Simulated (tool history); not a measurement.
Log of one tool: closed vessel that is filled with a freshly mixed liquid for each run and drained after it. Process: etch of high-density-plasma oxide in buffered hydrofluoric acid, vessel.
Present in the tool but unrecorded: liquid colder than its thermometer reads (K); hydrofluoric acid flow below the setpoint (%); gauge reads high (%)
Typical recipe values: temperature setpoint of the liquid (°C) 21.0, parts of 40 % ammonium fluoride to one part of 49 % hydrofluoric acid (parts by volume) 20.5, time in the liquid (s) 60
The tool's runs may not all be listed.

| run | hour | temperature setpoint of the liquid (°C) | parts of 40 % ammonium fluoride to one part of 49 % hydrofluoric acid (parts by volume) | time in the liquid (s) | wafers since the last listed run | hours since the thermometer was replaced | hours since the hydrofluoric acid flow meter was replaced | hours since the gauge calibration | read-back film thickness of the high-density-plasma oxide reference wafer, read on the same gauge (nm) | thickness taken off the high-density-plasma oxide on a monitor wafer (Å) |
|---|---|---|---|---|---|---|---|---|---|---|
| 1 | 0.0 | 21.0 | 20.5 | 60 | 0 | 1561.5 | 811.0 | 199.6 | 140.44 | 303.5 |
|  | 14.0 | thermometer replaced |
| 2 | 18.5 | 21.0 | 20.5 | 60 | 2176 | 4.5 | 829.5 | 218.1 | 140.50 | 302.1 |
| 3 | 50.8 | 21.0 | 20.5 | 60 | 4018 | 36.8 | 861.8 | 250.4 | 140.61 | 303.7 |
| 4 | 86.3 | 21.0 | 20.5 | 60 | 4416 | 72.3 | 897.3 | 285.9 | 140.72 | 302.5 |
| 5 | 101.3 | 21.0 | 20.5 | 60 | 1865 | 87.3 | 912.3 | 300.9 | 140.75 | 303.2 |
| 6 | 114.9 | 21.0 | 20.5 | 60 | 1691 | 100.9 | 925.9 | 314.5 | 140.81 | 303.8 |
| 7 | 145.3 | 21.0 | 16.5 | 60 | 3781 | 131.3 | 956.3 | 344.9 | 140.91 | 374.3 |
| 8 | 173.0 | 25.0 | 13.0 | 50 | 3445 | 159.0 | 984.0 | 372.6 | 140.97 | 494.8 |
|  | 183.4 | hydrofluoric acid flow meter replaced |
| 9 | 197.4 | 22.5 | 20.5 | 60 | 2910 | 183.4 | 14.0 | 397.0 | 141.06 | 331.8 |
| 10 | 225.2 | 21.0 | 20.5 | 60 | 3458 | 211.2 | 41.8 | 424.8 | 141.15 | 305.6 |
| 11 | 295.4 | 21.0 | 20.5 | 60 | 8732 | 281.4 | 112.0 | 495.0 | 141.36 | 307.0 |
| 12 | 311.1 | 21.0 | 20.5 | 60 | 1953 | 297.1 | 127.7 | 510.7 | 141.42 | 303.7 |
| 13 | 346.4 | 21.0 | 26.5 | 80 | 4391 | 332.4 | 163.0 | 546.0 | 141.53 | 342.0 |
|  | 348.2 | gauge calibrated |
| 14 | 367.2 | 21.0 | 20.5 | 60 | 2587 | 353.2 | 183.8 | 19.0 | 139.73 | 299.8 |
| 15 | 396.3 | 21.0 | 20.5 | 60 | 3619 | 382.3 | 212.9 | 48.1 | 139.83 | 304.1 |
| 16 | 413.5 | 18.0 | 20.5 | 60 | 2139 | 399.5 | 230.1 | 65.3 | 139.88 | 254.6 |
| 17 | 437.1 | 19.0 | 20.5 | 60 | 2935 | 423.1 | 253.7 | 88.9 | 139.96 | 269.8 |
| 18 | 469.0 | 25.5 | 16.0 | 85 | 3968 | 455.0 | 285.6 | 120.8 | 140.04 | 700.7 |
| 19 | 490.5 | 23.0 | 16.0 | 40 | 2674 | 476.5 | 307.1 | 142.3 | 140.12 | 285.8 |
| 20 | 521.2 | 21.0 | 20.5 | 60 | 3819 | 507.2 | 337.8 | 173.0 | 140.23 | 302.9 |
| 21 | 556.9 | 17.0 | 14.0 | 60 | 4441 | 542.9 | 373.5 | 208.7 | 140.33 | 350.5 |
| 22 | 589.3 | 17.0 | 26.0 | 35 | 4030 | 575.3 | 405.9 | 241.1 | 140.43 | 120.2 |
| 23 | 618.3 | 21.0 | 20.5 | 60 | 3607 | 604.3 | 434.9 | 270.1 | 140.52 | 304.3 |
| 24 | 671.5 | 18.5 | 20.5 | 60 | 6617 | 657.5 | 488.1 | 323.3 | 140.71 | 263.9 |
| 25 | 697.8 | 21.0 | 20.5 | 85 | 3271 | 683.8 | 514.4 | 349.6 | 140.78 | 430.8 |
| 26 | 726.7 | 21.0 | 20.5 | 60 | 3595 | 712.7 | 543.3 | 378.5 | 140.87 | 303.0 |
| 27 | 753.2 | 21.0 | 15.0 | 70 | 3296 | 739.2 | 569.8 | 405.0 | 140.95 | 479.2 |
| 28 | 779.9 | 21.0 | 20.5 | 60 | 3321 | 765.9 | 596.5 | 431.7 | 141.04 | 304.2 |
| 29 | 805.5 | 23.0 | 26.0 | 50 | 3184 | 791.5 | 622.1 | 457.3 | 141.12 | 240.6 |
| 30 | 836.4 | 21.0 | 20.5 | 60 | 3843 | 822.4 | 653.0 | 488.2 | 141.22 | 306.3 |
| 31 | 865.3 | 21.0 | 20.5 | 60 | 3595 | 851.3 | 681.9 | 517.1 | 141.29 | 304.9 |

Branching from run 31: 4 alternative next runs. What would each branch give?
| A | 866.0 | 17.0 | 20.5 | 60 | 87 | 852.0 | 682.6 | 517.8 | ? | ? |
| B | 866.0 | 17.5 | 18.5 | 30 | 87 | 852.0 | 682.6 | 517.8 | ? | ? |
| C | 866.0 | 17.5 | 20.5 | 90 | 87 | 852.0 | 682.6 | 517.8 | ? | ? |
| D | 866.0 | 21.0 | 23.5 | 60 | 87 | 852.0 | 682.6 | 517.8 | ? | ? |

| run | read-back film thickness of the high-density-plasma oxide reference wafer, read on the same gauge (nm) | thickness taken off the high-density-plasma oxide on a monitor wafer (Å) |
|---|---|---|
| A | 141.31 | 243.4 |
| B | 141.31 | 137.6 |
| C | 141.31 | 375.7 |
| D | 141.31 | 277.7 |
What these runs would have given with no unlogged condition in the tool:
| run | thickness taken off the high-density-plasma oxide on a monitor wafer (Å) |
|---|---|
| A | 241.1 |
| B | 136.3 |
| C | 372.2 |
| D | 275.2 |
